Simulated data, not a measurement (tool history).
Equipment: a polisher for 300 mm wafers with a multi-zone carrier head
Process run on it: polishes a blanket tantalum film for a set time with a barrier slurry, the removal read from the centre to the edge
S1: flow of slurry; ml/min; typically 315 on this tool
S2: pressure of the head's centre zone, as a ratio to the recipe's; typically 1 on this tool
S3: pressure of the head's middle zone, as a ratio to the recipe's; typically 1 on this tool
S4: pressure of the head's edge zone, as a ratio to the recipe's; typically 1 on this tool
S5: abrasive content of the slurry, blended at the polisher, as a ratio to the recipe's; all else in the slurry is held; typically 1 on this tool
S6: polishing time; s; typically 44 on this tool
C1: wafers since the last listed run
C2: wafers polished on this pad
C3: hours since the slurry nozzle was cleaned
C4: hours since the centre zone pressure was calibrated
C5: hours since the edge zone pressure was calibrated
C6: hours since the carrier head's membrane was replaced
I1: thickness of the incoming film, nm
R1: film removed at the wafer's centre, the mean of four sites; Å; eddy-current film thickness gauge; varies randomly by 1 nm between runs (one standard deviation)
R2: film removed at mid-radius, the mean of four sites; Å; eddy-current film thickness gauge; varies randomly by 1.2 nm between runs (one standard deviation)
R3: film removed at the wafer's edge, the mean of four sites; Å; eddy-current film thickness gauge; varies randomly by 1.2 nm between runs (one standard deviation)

run,hour,S1,S2,S3,S4,S5,S6,C1,C2,C3,C4,C5,C6,I1,R1,R2,R3
1,0,315,1,1,1,1,44,0,1784,467.1,722.2,589.1,576.8,260.3,879,873,879
# hour 60: slurry nozzle cleaned
2,100.5,315,1,1,1,1.15,44,909,2694,40.5,822.7,689.6,677.3,263.1,933,942,913
# hour 168.6: worn pad replaced by a new one
3,189.1,315,1,1,1,1,44,773,187,129.1,911.3,778.2,765.9,260.8,899,921,895
4,273.3,315,1,1,1,1,44,769,957,213.3,995.5,862.4,850.1,263.1,915,900,891
5,312.2,315,1,1,1,1,44,355,1313,252.2,1034.4,901.3,889,258.5,897,899,903
6,392.6,315,1,1,1,1,44,735,2048,332.6,1114.8,981.7,969.4,257.2,889,893,881
7,491.5,315,1,1,1,1,44,904,2952,431.5,1213.7,1080.6,1068.3,263.2,887,882,871
8,538.4,350,1,1,1,1,44,428,3381,478.4,1260.6,1127.5,1115.2,260,901,893,879
# hour 574.1: edge zone pressure recalibrated
# hour 587.8: slurry nozzle cleaned
# hour 618.4: worn pad replaced by a new one
9,625.3,315,1,1,1,1,44,730,63,37.5,1347.5,51.2,1202.1,258.2,898,894,893
10,703,350,1,1,1,1,44,710,773,115.2,1425.2,128.9,1279.8,265.9,902,919,893
# hour 724.7: centre zone pressure recalibrated
# hour 904.7: carrier head's membrane replaced by a new one
11,953.6,355,1.09,1,1.08,1,54,2227,3000,365.8,228.9,379.5,48.9,258.4,1186,1092,1129
# hour 972.9: worn pad replaced by a new one
12,1051.2,315,1,1,1,1,44,855,716,463.4,326.5,477.1,146.5,259.8,877,879,861
# hour 1054.6: slurry nozzle cleaned
13,1144.4,285,1.09,0.89,1,1,35,842,1559,89.8,419.7,570.3,239.7,261.1,759,654,704
14,1232.3,360,0.93,0.95,1,1,44,803,2362,177.7,507.6,658.2,327.6,263.9,842,867,878
15,1270.7,250,1,0.96,1.09,0.8,44,351,2713,216.1,546,696.6,366,260.9,825,797,875
# hour 1378.2: worn pad replaced by a new one
16,1452.6,395,1,0.95,1,1,44,1626,680,398,727.9,878.5,547.9,255.3,889,878,892
17,1520.5,420,1,1,1,1,52,620,1301,465.9,795.8,946.4,615.8,255.1,1046,1092,1049
18,1616,315,1,1,1,0.75,44,873,2174,561.4,891.3,1041.9,711.3,257.4,782,810,772
# hour 1640.8: slurry nozzle cleaned
19,1693,250,1,1.04,0.91,1.25,44,694,2869,52.2,968.3,1118.9,788.3,263,944,974,903
# hour 1743.3: edge zone pressure recalibrated
20,1792.3,315,1,1,1,1,54,889,3758,151.5,1067.6,49,887.6,260.6,1093,1112,1108

Hidden state at the last listed run before each entry between runs and at the first one after, where it differs:
Runs 1 to 2: slurry nozzle cleaned (hour 60)
  slurry flow missing at the pad, %: 33.7 -> 1.42
  measured less the result without the state, R1: -31 -> -1 Å; R2: -28 -> -1 Å; R3: -21 -> -1 Å
Runs 2 to 3: worn pad replaced by a new one (hour 168.6)
  slurry flow missing at the pad, %: 1.42 -> 3.58
  measured less the result without the state, R1: -1 -> -3 Å; R2: -1 -> -2 Å; R3: -1 -> -2 Å
Runs 8 to 9: edge zone pressure recalibrated (hour 574.1); slurry nozzle cleaned (hour 587.8); worn pad replaced by a new one (hour 618.4)
  slurry flow missing at the pad, %: 34 -> 3.04
  measured less the result without the state, R1: -30 -> -2 Å; R2: -26 -> -2 Å; R3: -20 -> -1 Å
Runs 10 to 11: centre zone pressure recalibrated (hour 724.7); carrier head's membrane replaced by a new one (hour 904.7)
  slurry flow missing at the pad, %: 4.74 -> 22
  measured less the result without the state, R1: -3 -> -22 Å; R2: -3 -> -19 Å; R3: -2 -> -15 Å
Runs 11 to 12: worn pad replaced by a new one (hour 972.9)
  slurry flow missing at the pad, %: 22 -> 33.6
  measured less the result without the state, R1: -22 -> -31 Å; R2: -19 -> -28 Å; R3: -15 -> -21 Å
Runs 12 to 13: slurry nozzle cleaned (hour 1054.6)
  slurry flow missing at the pad, %: 33.6 -> 4.37
  measured less the result without the state, R1: -31 -> -3 Å; R2: -28 -> -3 Å; R3: -21 -> -2 Å
Runs 15 to 16: worn pad replaced by a new one (hour 1378.2)
  slurry flow missing at the pad, %: 9.9 -> 25.9
  measured less the result without the state, R1: -8 -> -18 Å; R2: -7 -> -17 Å; R3: -6 -> -13 Å
Runs 18 to 19: slurry nozzle cleaned (hour 1640.8)
  slurry flow missing at the pad, %: 48.3 -> 3.21
  measured less the result without the state, R1: -48 -> -3 Å; R2: -44 -> -3 Å; R3: -32 -> -2 Å
Runs 19 to 20: edge zone pressure recalibrated (hour 1743.3)
  slurry flow missing at the pad, %: 3.21 -> 6.1
  measured less the result without the state, R1: -3 -> -6 Å; R2: -3 -> -5 Å; R3: -2 -> -4 Å

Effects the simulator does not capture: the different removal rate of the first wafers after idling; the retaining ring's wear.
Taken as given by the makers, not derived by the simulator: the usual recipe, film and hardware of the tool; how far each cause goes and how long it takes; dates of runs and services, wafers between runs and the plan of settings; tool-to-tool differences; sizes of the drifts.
